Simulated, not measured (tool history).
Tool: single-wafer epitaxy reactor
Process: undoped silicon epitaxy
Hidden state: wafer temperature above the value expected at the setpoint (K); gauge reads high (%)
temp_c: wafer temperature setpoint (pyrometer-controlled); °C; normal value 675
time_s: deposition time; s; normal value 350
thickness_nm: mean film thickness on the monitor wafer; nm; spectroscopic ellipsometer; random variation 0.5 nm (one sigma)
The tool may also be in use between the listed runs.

run,hour,temp_c,time_s,wafers since the last listed run,hours since the last pyrometer calibration,hours since the gauge calibration,"read-back reference wafer on the same gauge, thickness_nm",thickness_nm
1,0.0,675,322,0,1920.5,802.3,98.823,92.132
2,78.6,675,387,503,1999.1,880.9,98.741,110.112
3,138.4,675,387,382,2058.9,940.7,98.912,111.403
4,222.3,675,387,537,2142.8,1024.6,98.851,109.911
5,272.4,675,350,320,2192.9,1074.7,98.843,100.693
6,548.4,675,350,1767,2468.9,1350.7,98.835,100.784
7,594.6,675,350,295,2515.1,1396.9,98.764,101.267
8,634.6,685,335,256,2555.1,1436.9,98.853,116.653
9,695.1,685,335,387,2615.6,1497.4,98.821,116.894
# hour 756.3: gauge calibrated
10,775.2,665,350,512,2695.7,18.9,98.741,82.976
11,843.1,665,350,434,2763.6,86.8,98.785,83.862
12,895.5,675,374,335,2816.0,139.2,98.838,108.733
13,952.5,675,374,364,2873.0,196.2,98.811,108.772
14,1052.3,675,350,638,2972.8,296.0,98.693,101.457
# hour 1153.3: pyrometer calibrated
15,1157.7,675,350,623,4.4,401.4,98.747,99.121
16,1194.4,675,350,234,41.1,438.1,98.776,99.075
17,1267.0,675,332,464,113.7,510.7,98.877,93.880
18,1372.1,668,350,672,218.8,615.8,98.948,86.315
19,1550.2,675,350,1140,396.9,793.9,98.696,99.453
20,1632.0,675,350,523,478.7,875.7,98.819,98.346
21,1674.6,675,350,272,521.3,918.3,98.854,99.103
22,1770.2,675,350,612,616.9,1013.9,98.706,98.693
23,1878.0,675,350,690,724.7,1121.7,98.791,99.550
24,1930.5,669,415,336,777.2,1174.2,98.846,104.830
25,2004.0,661,350,470,850.7,1247.7,98.663,75.978
26,2098.8,663,410,606,945.5,1342.5,98.813,91.651
27,2195.6,675,350,619,1042.3,1439.3,98.858,100.855
28,2241.2,686,379,291,1087.9,1484.9,98.830,132.726
29,2309.6,669,329,437,1156.3,1553.3,98.756,83.281
30,2360.5,679,407,325,1207.2,1604.2,98.759,125.187
# hour 2383.8: gauge calibrated
31,2398.0,685,335,240,1244.7,14.2,98.701,115.609
32,2443.6,675,315,291,1290.3,59.8,98.787,89.712
33,2536.6,675,350,595,1383.3,152.8,98.752,100.247
34,2623.4,684,416,555,1470.1,239.6,98.824,141.472
35,2704.0,689,375,516,1550.7,320.2,98.782,139.497
36,2763.5,675,350,380,1610.2,379.7,98.862,101.022
37,2807.9,675,387,284,1654.6,424.1,98.745,111.020
38,2869.5,675,350,394,1716.2,485.7,98.870,100.911
39,2938.8,662,377,443,1785.5,555.0,98.847,83.698
40,2998.1,667,350,379,1844.8,614.3,98.795,86.641
41,3103.9,665,384,677,1950.6,720.1,98.797,90.276
42,3148.8,675,385,287,1995.5,765.0,98.947,111.297

Some steps in thickness_nm, run to run, broken into two amounts with sign: the step expected even without the hidden condition (settings, incoming material, random variation), and the rest, left for the hidden condition together with whatever gauge scatter is not in both the measured and the hidden-condition-free result:
Run 9 -> 10: temp_c 685 -> 665, time_s 335 -> 350, gauge calibrated. thickness_nm -33.918 nm: hidden state -0.787, all else -33.131.
Run 14 -> 15: pyrometer calibrated. thickness_nm -2.336 nm: hidden state -2.707, all else +0.371.
Run 28 -> 29: temp_c 686 -> 669, time_s 379 -> 329. thickness_nm -49.445 nm: hidden state -0.664, all else -48.781.
Run 29 -> 30: temp_c 669 -> 679, time_s 329 -> 407. thickness_nm +41.906 nm: hidden state +0.718, all else +41.188.
Run 33 -> 34: temp_c 675 -> 684, time_s 350 -> 416. thickness_nm +41.225 nm: hidden state +0.838, all else +40.387.
